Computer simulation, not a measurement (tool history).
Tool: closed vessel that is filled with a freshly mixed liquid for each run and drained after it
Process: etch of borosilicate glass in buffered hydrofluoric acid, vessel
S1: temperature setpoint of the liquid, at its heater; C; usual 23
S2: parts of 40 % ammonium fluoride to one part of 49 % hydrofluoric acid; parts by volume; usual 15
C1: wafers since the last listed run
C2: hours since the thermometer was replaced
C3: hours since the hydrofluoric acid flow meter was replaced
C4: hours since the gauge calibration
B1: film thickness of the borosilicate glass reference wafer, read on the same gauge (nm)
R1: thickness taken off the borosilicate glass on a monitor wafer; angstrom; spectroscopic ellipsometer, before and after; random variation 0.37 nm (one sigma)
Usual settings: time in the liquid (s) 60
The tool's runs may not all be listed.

run 1 day=0 | S1=23 S2=15 time_in_the_liquid_(s)=60 | C1=0 C2=623.6 C3=1756.4 C4=373.4 | B1=140 | R1=420.5
run 2 day=0.608 | S1=23 S2=15 time_in_the_liquid_(s)=60 | C1=1714 C2=638.2 C3=1771 C4=388 | B1=140.02 | R1=420.3
run 3 day=2.042 | S1=23 S2=15 time_in_the_liquid_(s)=60 | C1=4039 C2=672.6 C3=1805.4 C4=422.4 | B1=140.01 | R1=429
run 4 day=3.417 | S1=23 S2=12 time_in_the_liquid_(s)=60 | C1=3874 C2=705.6 C3=1838.4 C4=455.4 | B1=140.03 | R1=521.2
run 5 day=4.029 | S1=23 S2=10 time_in_the_liquid_(s)=60 | C1=1726 C2=720.3 C3=1853.1 C4=470.1 | B1=139.98 | R1=626.5
-- day=4.038 gauge calibrated
run 6 day=5.008 | S1=23 S2=10 time_in_the_liquid_(s)=60 | C1=2759 C2=743.8 C3=1876.6 C4=23.3 | B1=139.99 | R1=633.7
run 7 day=6.221 | S1=23 S2=10 time_in_the_liquid_(s)=60 | C1=3416 C2=772.9 C3=1905.7 C4=52.4 | B1=140.01 | R1=625.1
run 8 day=7.654 | S1=23 S2=15 time_in_the_liquid_(s)=40 | C1=4039 C2=807.3 C3=1940.1 C4=86.8 | B1=139.99 | R1=279.2
run 9 day=8.658 | S1=23 S2=15 time_in_the_liquid_(s)=40 | C1=2829 C2=831.4 C3=1964.2 C4=110.9 | B1=139.99 | R1=275.2
run 10 day=10.038 | S1=23 S2=15 time_in_the_liquid_(s)=40 | C1=3886 C2=864.5 C3=1997.3 C4=144 | B1=139.98 | R1=275
run 11 day=10.842 | S1=23 S2=15 time_in_the_liquid_(s)=60 | C1=2266 C2=883.8 C3=2016.6 C4=163.3 | B1=139.98 | R1=414.1
run 12 day=12.312 | S1=23 S2=15 time_in_the_liquid_(s)=60 | C1=4144 C2=919.1 C3=2051.9 C4=198.6 | B1=140.01 | R1=411.1
run 13 day=14.358 | S1=23 S2=15 time_in_the_liquid_(s)=60 | C1=5765 C2=968.2 C3=2101 C4=247.7 | B1=139.99 | R1=415.2
-- day=15.096 hydrofluoric acid flow meter replaced
run 14 day=15.692 | S1=23 S2=15 time_in_the_liquid_(s)=60 | C1=3640 C2=1000.2 C3=14.3 C4=279.7 | B1=140.01 | R1=479.4
run 15 day=17.138 | S1=23 S2=11 time_in_the_liquid_(s)=60 | C1=4074 C2=1034.9 C3=49 C4=314.4 | B1=140.04 | R1=640.5
run 16 day=18.567 | S1=20 S2=17.5 time_in_the_liquid_(s)=60 | C1=4027 C2=1069.2 C3=83.3 C4=348.7 | B1=140 | R1=344.2
run 17 day=19.067 | S1=23 S2=15 time_in_the_liquid_(s)=60 | C1=1409 C2=1081.2 C3=95.3 C4=360.7 | B1=139.98 | R1=471.6
-- day=20.133 thermometer replaced
run 18 day=20.225 | S1=25 S2=20 time_in_the_liquid_(s)=40 | C1=3146 C2=2.2 C3=123.1 C4=388.5 | B1=140.01 | R1=263.1
run 19 day=21.375 | S1=23 S2=15 time_in_the_liquid_(s)=60 | C1=3240 C2=29.8 C3=150.7 C4=416.1 | B1=139.97 | R1=477.5
run 20 day=22.175 | S1=25 S2=15 time_in_the_liquid_(s)=30 | C1=2254 C2=49 C3=169.9 C4=435.3 | B1=139.99 | R1=262.1
-- day=23.175 gauge calibrated
run 21 day=23.633 | S1=25.5 S2=19.5 time_in_the_liquid_(s)=40 | C1=4109 C2=84 C3=204.9 C4=11 | B1=140 | R1=276.9
run 22 day=27.45 | S1=23 S2=15 time_in_the_liquid_(s)=60 | C1=10755 C2=175.6 C3=296.5 C4=102.6 | B1=140.01 | R1=465.7
run 23 day=28.425 | S1=23 S2=15 time_in_the_liquid_(s)=30 | C1=2747 C2=199 C3=319.9 C4=126 | B1=140.01 | R1=236.1
run 24 day=29.092 | S1=23 S2=15 time_in_the_liquid_(s)=60 | C1=1878 C2=215 C3=335.9 C4=142 | B1=140.02 | R1=464.9
run 25 day=29.683 | S1=21.5 S2=15 time_in_the_liquid_(s)=60 | C1=1667 C2=229.2 C3=350.1 C4=156.2 | B1=140.01 | R1=435.3
run 26 day=30.217 | S1=23 S2=15 time_in_the_liquid_(s)=60 | C1=1502 C2=242 C3=362.9 C4=169 | B1=140 | R1=468.1
run 27 day=31.654 | S1=23 S2=10 time_in_the_liquid_(s)=60 | C1=4050 C2=276.5 C3=397.4 C4=203.5 | B1=139.99 | R1=689.6
run 28 day=32.817 | S1=23 S2=15 time_in_the_liquid_(s)=95 | C1=3276 C2=304.4 C3=425.3 C4=231.4 | B1=140 | R1=737.9

Forecast each of these 5 alternatives for the next run:
run A day=32.846 | S1=23 S2=15 time_in_the_liquid_(s)=60 | C1=82 C2=305.1 C3=426 C4=232.1 | B1=? | R1=?
run B day=32.846 | S1=23 S2=10 time_in_the_liquid_(s)=30 | C1=82 C2=305.1 C3=426 C4=232.1 | B1=? | R1=?
run C day=32.846 | S1=23 S2=11.5 time_in_the_liquid_(s)=60 | C1=82 C2=305.1 C3=426 C4=232.1 | B1=? | R1=?
run D day=32.846 | S1=28 S2=15 time_in_the_liquid_(s)=60 | C1=82 C2=305.1 C3=426 C4=232.1 | B1=? | R1=?
run E day=32.846 | S1=26.5 S2=20.5 time_in_the_liquid_(s)=90 | C1=82 C2=305.1 C3=426 C4=232.1 | B1=? | R1=?

run=A B1=140.02 R1=466
run=B B1=140.02 R1=347.9
run=C B1=140.02 R1=606.1
run=D B1=140.02 R1=608
run=E B1=140.02 R1=629
Without the tool's hidden state the same runs would have given:
run=A R1=480.5
run=B R1=358.7
run=C R1=624.9
run=D R1=626.9
run=E R1=642.6

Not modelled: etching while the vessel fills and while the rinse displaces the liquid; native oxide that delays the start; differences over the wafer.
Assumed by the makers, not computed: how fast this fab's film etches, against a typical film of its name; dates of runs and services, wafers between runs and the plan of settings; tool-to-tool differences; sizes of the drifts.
